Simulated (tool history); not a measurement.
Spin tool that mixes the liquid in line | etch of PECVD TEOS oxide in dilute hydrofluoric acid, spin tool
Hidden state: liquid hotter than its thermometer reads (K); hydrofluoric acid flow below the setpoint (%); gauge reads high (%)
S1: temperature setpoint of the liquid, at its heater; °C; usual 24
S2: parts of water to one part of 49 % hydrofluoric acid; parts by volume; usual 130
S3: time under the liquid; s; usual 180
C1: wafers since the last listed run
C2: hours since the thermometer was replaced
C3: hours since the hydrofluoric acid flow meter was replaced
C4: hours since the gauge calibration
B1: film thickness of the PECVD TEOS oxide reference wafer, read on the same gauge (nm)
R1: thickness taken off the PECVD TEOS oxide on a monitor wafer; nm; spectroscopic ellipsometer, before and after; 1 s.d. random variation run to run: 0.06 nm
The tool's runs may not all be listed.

Run 1, hour 0.0: usual settings; C1 0; C2 1341.9; C3 1495.7; C4 1098.2; B1 120.05. Result: R1 14.68 nm.
Run 2, hour 104.8: usual settings; C1 778; C2 1446.7; C3 1600.5; C4 1203.0; B1 120.02. Result: R1 14.79 nm.
Run 3, hour 202.5: usual settings; C1 725; C2 1544.4; C3 1698.2; C4 1300.7; B1 119.96. Result: R1 14.62 nm.
Run 4, hour 274.2: usual settings but S1 27 °C; C1 532; C2 1616.1; C3 1769.9; C4 1372.4; B1 120.02. Result: R1 16.55 nm.
Run 5, hour 362.0: usual settings but S1 27 °C; C1 652; C2 1703.9; C3 1857.7; C4 1460.2; B1 120.04. Result: R1 16.47 nm.
Run 6, hour 441.7: usual settings; C1 592; C2 1783.6; C3 1937.4; C4 1539.9; B1 120.02. Result: R1 14.61 nm.
Run 7, hour 479.4: usual settings; C1 280; C2 1821.3; C3 1975.1; C4 1577.6; B1 119.98. Result: R1 14.68 nm.
Run 8, hour 523.6: usual settings; C1 328; C2 1865.5; C3 2019.3; C4 1621.8; B1 120.00. Result: R1 14.64 nm.
Run 9, hour 623.8: usual settings; C1 744; C2 1965.7; C3 2119.5; C4 1722.0; B1 120.02. Result: R1 14.61 nm.
Run 10, hour 687.3: usual settings; C1 471; C2 2029.2; C3 2183.0; C4 1785.5; B1 119.99. Result: R1 14.61 nm.
At hour 703.9: hydrofluoric acid flow meter replaced.
Run 11, hour 752.3: usual settings; C1 475; C2 2094.2; C3 48.4; C4 1850.5; B1 119.94. Result: R1 14.68 nm.
Run 12, hour 824.8: usual settings; C1 538; C2 2166.7; C3 120.9; C4 1923.0; B1 119.99. Result: R1 14.74 nm.
Run 13, hour 929.7: usual settings; C1 779; C2 2271.6; C3 225.8; C4 2027.9; B1 120.03. Result: R1 14.65 nm.
At hour 1035.7: gauge calibrated.
At hour 1062.9: thermometer replaced.
Run 14, hour 1070.9: usual settings but S3 225 s; C1 1041; C2 8.0; C3 367.0; C4 35.2; B1 119.98. Result: R1 18.32 nm.
Run 15, hour 1144.1: usual settings but S1 20 °C; C1 543; C2 81.2; C3 440.2; C4 108.4; B1 120.00. Result: R1 12.47 nm.
Run 16, hour 1215.6: usual settings; C1 531; C2 152.7; C3 511.7; C4 179.9; B1 120.03. Result: R1 14.63 nm.
Run 17, hour 1313.0: usual settings but S2 150 parts by volume, S3 105 s; C1 723; C2 250.1; C3 609.1; C4 277.3; B1 119.99. Result: R1 7.27 nm.
Run 18, hour 1402.9: usual settings; C1 667; C2 340.0; C3 699.0; C4 367.2; B1 119.99. Result: R1 14.66 nm.
Run 19, hour 1478.2: usual settings; C1 559; C2 415.3; C3 774.3; C4 442.5; B1 119.97. Result: R1 14.68 nm.
Run 20, hour 1538.6: usual settings; C1 448; C2 475.7; C3 834.7; C4 502.9; B1 120.00. Result: R1 14.52 nm.
Run 21, hour 1606.8: usual settings; C1 506; C2 543.9; C3 902.9; C4 571.1; B1 120.00. Result: R1 14.59 nm.
Run 22, hour 1677.7: usual settings but S2 175 parts by volume; C1 526; C2 614.8; C3 973.8; C4 642.0; B1 120.04. Result: R1 10.31 nm.
Run 23, hour 1773.8: usual settings but S1 26 °C, S2 150 parts by volume; C1 714; C2 710.9; C3 1069.9; C4 738.1; B1 119.99. Result: R1 13.43 nm.
Run 24, hour 1812.6: usual settings but S2 165 parts by volume; C1 288; C2 749.7; C3 1108.7; C4 776.9; B1 119.98. Result: R1 11.07 nm.

Run 25 is up next; what results do you expect?
Run 25, hour 1912.7: usual settings but S1 28 °C, S2 190 parts by volume; C1 743; C2 849.8; C3 1208.8; C4 877.0; B1 ?. Result: R1 ?.

Run 25 gave B1 120.01, R1 10.74 nm.
If the tool had no hidden condition, the same run with the same run-to-run variation would have returned R1 10.74 nm.
